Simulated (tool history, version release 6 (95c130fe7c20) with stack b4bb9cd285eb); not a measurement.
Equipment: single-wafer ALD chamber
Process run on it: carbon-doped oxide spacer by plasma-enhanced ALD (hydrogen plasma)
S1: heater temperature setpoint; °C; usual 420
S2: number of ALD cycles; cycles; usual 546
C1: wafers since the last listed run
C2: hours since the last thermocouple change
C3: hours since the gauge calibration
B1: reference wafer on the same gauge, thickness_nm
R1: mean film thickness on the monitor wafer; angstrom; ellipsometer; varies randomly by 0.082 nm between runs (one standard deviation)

{"run": 1, "hour": 0.0, "S1": 420, "S2": 491, "C1": 0, "C2": 747.8, "C3": 652.9, "B1": 19.791, "R1": 214.28}
{"run": 2, "hour": 32.6, "S1": 420, "S2": 491, "C1": 31, "C2": 780.4, "C3": 685.5, "B1": 19.787, "R1": 214.24}
{"run": 3, "hour": 72.4, "S1": 420, "S2": 491, "C1": 38, "C2": 820.2, "C3": 725.3, "B1": 19.787, "R1": 213.17}
{"run": 4, "hour": 142.0, "S1": 420, "S2": 546, "C1": 67, "C2": 889.8, "C3": 794.9, "B1": 19.816, "R1": 236.97}
{"run": 5, "hour": 199.2, "S1": 420, "S2": 546, "C1": 55, "C2": 947, "C3": 852.1, "B1": 19.798, "R1": 237.38}
{"run": 6, "hour": 224.4, "S1": 420, "S2": 546, "C1": 24, "C2": 972.2, "C3": 877.3, "B1": 19.799, "R1": 234.99}
{"run": 7, "hour": 273.4, "S1": 420, "S2": 546, "C1": 47, "C2": 1021.2, "C3": 926.3, "B1": 19.822, "R1": 235.59}
{"run": 8, "hour": 298.4, "S1": 420, "S2": 546, "C1": 24, "C2": 1046.2, "C3": 951.3, "B1": 19.809, "R1": 238.02}
{"run": 9, "hour": 339.8, "S1": 420, "S2": 546, "C1": 40, "C2": 1087.6, "C3": 992.7, "B1": 19.812, "R1": 236.64}
{"run": 10, "hour": 372.6, "S1": 420, "S2": 546, "C1": 31, "C2": 1120.4, "C3": 1025.5, "B1": 19.793, "R1": 237.22}
{"hour": 385.2, "done": "thermocouple changed; heater temperature recalibrated"}
{"run": 11, "hour": 397.1, "S1": 409, "S2": 493, "C1": 16, "C2": 11.9, "C3": 1050, "B1": 19.807, "R1": 223.94}
{"run": 12, "hour": 447.8, "S1": 409, "S2": 493, "C1": 49, "C2": 62.6, "C3": 1100.7, "B1": 19.803, "R1": 224.43}
{"run": 13, "hour": 507.2, "S1": 409, "S2": 493, "C1": 57, "C2": 122, "C3": 1160.1, "B1": 19.804, "R1": 224.89}
{"run": 14, "hour": 545.8, "S1": 420, "S2": 546, "C1": 37, "C2": 160.6, "C3": 1198.7, "B1": 19.797, "R1": 240.52}
{"run": 15, "hour": 573.2, "S1": 420, "S2": 546, "C1": 26, "C2": 188, "C3": 1226.1, "B1": 19.803, "R1": 239.81}
{"run": 16, "hour": 605.5, "S1": 420, "S2": 515, "C1": 31, "C2": 220.3, "C3": 1258.4, "B1": 19.809, "R1": 226.21}
{"run": 17, "hour": 662.9, "S1": 420, "S2": 515, "C1": 55, "C2": 277.7, "C3": 1315.8, "B1": 19.805, "R1": 227.26}
{"run": 18, "hour": 720.5, "S1": 420, "S2": 546, "C1": 55, "C2": 335.3, "C3": 1373.4, "B1": 19.807, "R1": 239.78}
{"run": 19, "hour": 781.7, "S1": 420, "S2": 546, "C1": 59, "C2": 396.5, "C3": 1434.6, "B1": 19.806, "R1": 240.64}
{"run": 20, "hour": 839.1, "S1": 420, "S2": 546, "C1": 55, "C2": 453.9, "C3": 1492, "B1": 19.8, "R1": 241.2}
{"run": 21, "hour": 902.3, "S1": 420, "S2": 546, "C1": 61, "C2": 517.1, "C3": 1555.2, "B1": 19.785, "R1": 239.57}
{"run": 22, "hour": 937.3, "S1": 425, "S2": 546, "C1": 34, "C2": 552.1, "C3": 1590.2, "B1": 19.801, "R1": 236.05}
{"run": 23, "hour": 996.9, "S1": 420, "S2": 498, "C1": 57, "C2": 611.7, "C3": 1649.8, "B1": 19.798, "R1": 218.82}
{"run": 24, "hour": 1063.3, "S1": 420, "S2": 487, "C1": 64, "C2": 678.1, "C3": 1716.2, "B1": 19.806, "R1": 212.58}
{"run": 25, "hour": 1099.2, "S1": 414, "S2": 465, "C1": 34, "C2": 714, "C3": 1752.1, "B1": 19.806, "R1": 206.05}
{"run": 26, "hour": 1127.8, "S1": 411, "S2": 546, "C1": 27, "C2": 742.6, "C3": 1780.7, "B1": 19.799, "R1": 244.41}
{"run": 27, "hour": 1165.6, "S1": 433, "S2": 607, "C1": 36, "C2": 780.4, "C3": 1818.5, "B1": 19.814, "R1": 256.2}
{"hour": 1230.8, "done": "gauge calibrated"}
{"run": 28, "hour": 1344.5, "S1": 420, "S2": 546, "C1": 173, "C2": 959.3, "C3": 113.7, "B1": 19.812, "R1": 238.44}
{"run": 29, "hour": 1384.6, "S1": 407, "S2": 604, "C1": 38, "C2": 999.4, "C3": 153.8, "B1": 19.81, "R1": 271.64}
{"run": 30, "hour": 1430.8, "S1": 409, "S2": 492, "C1": 44, "C2": 1045.6, "C3": 200, "B1": 19.797, "R1": 221.42}

Predict the results of run 31:
{"run": 31, "hour": 1476.4, "S1": 411, "S2": 608, "C1": 44, "C2": 1091.2, "C3": 245.6, "B1": "?", "R1": "?"}

B1: 19.805
R1: 271.59 angstrom
With no hidden state in the tool, this same run would have given R1 274.78 angstrom.
